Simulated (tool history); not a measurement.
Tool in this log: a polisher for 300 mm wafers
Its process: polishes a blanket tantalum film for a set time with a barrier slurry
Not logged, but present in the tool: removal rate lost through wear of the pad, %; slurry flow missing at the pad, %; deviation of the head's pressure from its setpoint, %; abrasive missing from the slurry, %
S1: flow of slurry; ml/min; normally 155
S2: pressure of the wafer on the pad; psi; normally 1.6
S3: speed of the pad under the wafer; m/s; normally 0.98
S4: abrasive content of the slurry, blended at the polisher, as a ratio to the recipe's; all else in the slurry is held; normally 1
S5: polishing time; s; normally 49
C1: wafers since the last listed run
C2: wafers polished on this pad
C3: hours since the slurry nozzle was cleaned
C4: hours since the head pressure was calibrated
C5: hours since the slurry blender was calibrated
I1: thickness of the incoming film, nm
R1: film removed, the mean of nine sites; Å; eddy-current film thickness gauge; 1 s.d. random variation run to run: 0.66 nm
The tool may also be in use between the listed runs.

run,hour,S1,S2,S3,S4,S5,C1,C2,C3,C4,C5,I1,R1
1,0,155,1.6,0.98,1,49,0,185,141.2,899.1,245.3,241,683
2,17.4,155,1.6,0.98,1,49,155,341,158.6,916.5,262.7,244.3,683
# hour 25.8: slurry blender recalibrated
3,26.3,155,1.6,0.98,1,49,61,402,167.5,925.4,0.5,237.1,679
4,37.5,125,1.6,0.98,1,49,100,503,178.7,936.6,11.7,240.4,627
5,47.4,155,1.6,0.98,1,49,88,591,188.6,946.5,21.6,241.4,686
6,70.6,155,1.6,0.98,1,49,207,799,211.8,969.7,44.8,243.8,663
# hour 75.6: worn pad replaced by a new one
7,77.6,155,1.6,0.98,1,49,26,17,218.8,976.7,51.8,237.3,658
8,91.3,155,1.6,0.98,1,49,122,140,232.5,990.4,65.5,239.1,653
# hour 135.8: slurry nozzle cleaned
9,138.3,155,1.6,0.98,1,49,411,551,2.5,1037.4,112.5,241.4,759
10,144.3,155,1.6,0.98,1.2,49,53,605,8.5,1043.4,118.5,237.9,791
# hour 162.5: worn pad replaced by a new one
11,163,175,1.6,0.98,1,54,131,4,27.2,1062.1,137.2,241.7,861
12,170.4,155,1.7,1.12,1,49,66,71,34.6,1069.5,144.6,242.1,929
# hour 178.1: head pressure recalibrated
13,181.2,155,1.6,0.98,1,54,78,149,45.4,3.1,155.4,244.4,698
14,187.2,165,1.6,0.98,1,42,53,203,51.4,9.1,161.4,240.8,554
15,194.8,155,1.6,0.98,1,63,67,271,59,16.7,169,243.9,816
16,241.9,185,1.6,0.98,1,49,421,692,106.1,63.8,216.1,238,641
# hour 254.1: worn pad replaced by a new one
17,257.4,210,1.2,0.98,0.7,34,102,29,121.6,79.3,231.6,235.7,305
18,268.2,155,1.6,0.98,1,49,96,126,132.4,90.1,242.4,238.9,624
19,279.2,155,2.2,0.98,1,49,98,224,143.4,101.1,253.4,240.7,848
# hour 286.6: slurry blender recalibrated
20,296.8,185,1.6,0.98,1,49,139,364,161,118.7,10.2,241.5,633
21,310.8,155,1.1,0.98,1.15,49,125,489,175,132.7,24.2,236.5,431
22,323.4,155,1.6,0.98,1,49,112,602,187.6,145.3,36.8,241.4,599
23,329.5,155,1.4,0.78,1,49,54,656,193.7,151.4,42.9,243.4,416
24,336.2,130,1.6,0.98,1.3,49,59,716,200.4,158.1,49.6,238.9,605
# hour 341.3: worn pad replaced by a new one
25,346.6,155,1.6,0.98,1,49,57,47,210.8,168.5,60,236.8,599
26,374.2,155,1.6,1.14,1,49,246,294,238.4,196.1,87.6,238.2,678
27,380.5,155,1.6,0.98,1,49,56,350,244.7,202.4,93.9,243.8,580
28,397.6,195,1.8,0.76,1.1,49,152,503,261.8,219.5,111,242.9,555

How would selected steps in R1 from run to run divide? Give the signed amount a tool lacking its hidden state would still show from settings, what came in and random variation, and the signed amount left for the hidden state, including any gauge scatter that is not in both of the compared results.
Run 8 -> 9: slurry nozzle cleaned. R1 +106 Å: hidden state +97, all else +9.
Run 12 -> 13: S2 1.7 -> 1.6, S3 1.12 -> 0.98, S5 49 -> 54, head pressure recalibrated. R1 -231 Å: hidden state -139, all else -92.
Run 16 -> 17: S1 185 -> 210, S2 1.6 -> 1.2, S4 1 -> 0.7, S5 49 -> 34, worn pad replaced by a new one. R1 -336 Å: hidden state +15, all else -351.
Run 17 -> 18: S1 210 -> 155, S2 1.2 -> 1.6, S4 0.7 -> 1, S5 34 -> 49. R1 +319 Å: hidden state -25, all else +344.
